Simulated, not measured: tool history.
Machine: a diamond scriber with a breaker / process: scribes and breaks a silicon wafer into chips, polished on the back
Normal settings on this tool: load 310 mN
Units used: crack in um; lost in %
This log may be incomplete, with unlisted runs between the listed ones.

run,day,load,"incoming depth of the damage left on the back of the incoming wafer, um",crack,lost
1,0,346,0.03,13.05,2.57
2,3.029,346,0.03,12.38,3.6
3,5.554,346,0.01,12.69,5.01
# day 6.896: diamond tip replaced by a new one
4,7.271,310,0.04,13.27,1.83
5,11.446,310,0.03,13.25,2.23
6,19.642,310,0.04,12.51,5.03
7,21.892,310,0.05,12.19,6.19
8,25.575,310,0.03,11.36,7.9
9,29.925,251,0.02,9.63,37.83
10,32.883,361,0.02,12.82,2.86
# day 35.638: diamond tip replaced by a new one
11,37.079,310,0.01,12.87,2.18
12,38.696,268,0.03,11.52,12.79
# day 40.225: load on the tip recalibrated
13,40.279,219,0.04,8.67,46.71
14,43.783,242,0.02,9.87,33.45
15,48.158,228,0.03,8.89,52.8
16,52.4,310,0.04,11.97,8.73

3 options for the next run, each taken on its own from the tool as it stands now. Forecast them:
A,52.421,310,0.04,?,?
B,52.421,364,0.04,?,?
C,52.421,218,0.04,?,?

run,crack,lost
A,11.48,8.06
B,13.23,1.66
C,8.13,58.25
Without the tool's hidden state the same runs would have given:
run,crack,lost
A,13.12,1.63
B,15.12,8.85
C,9.29,37.18
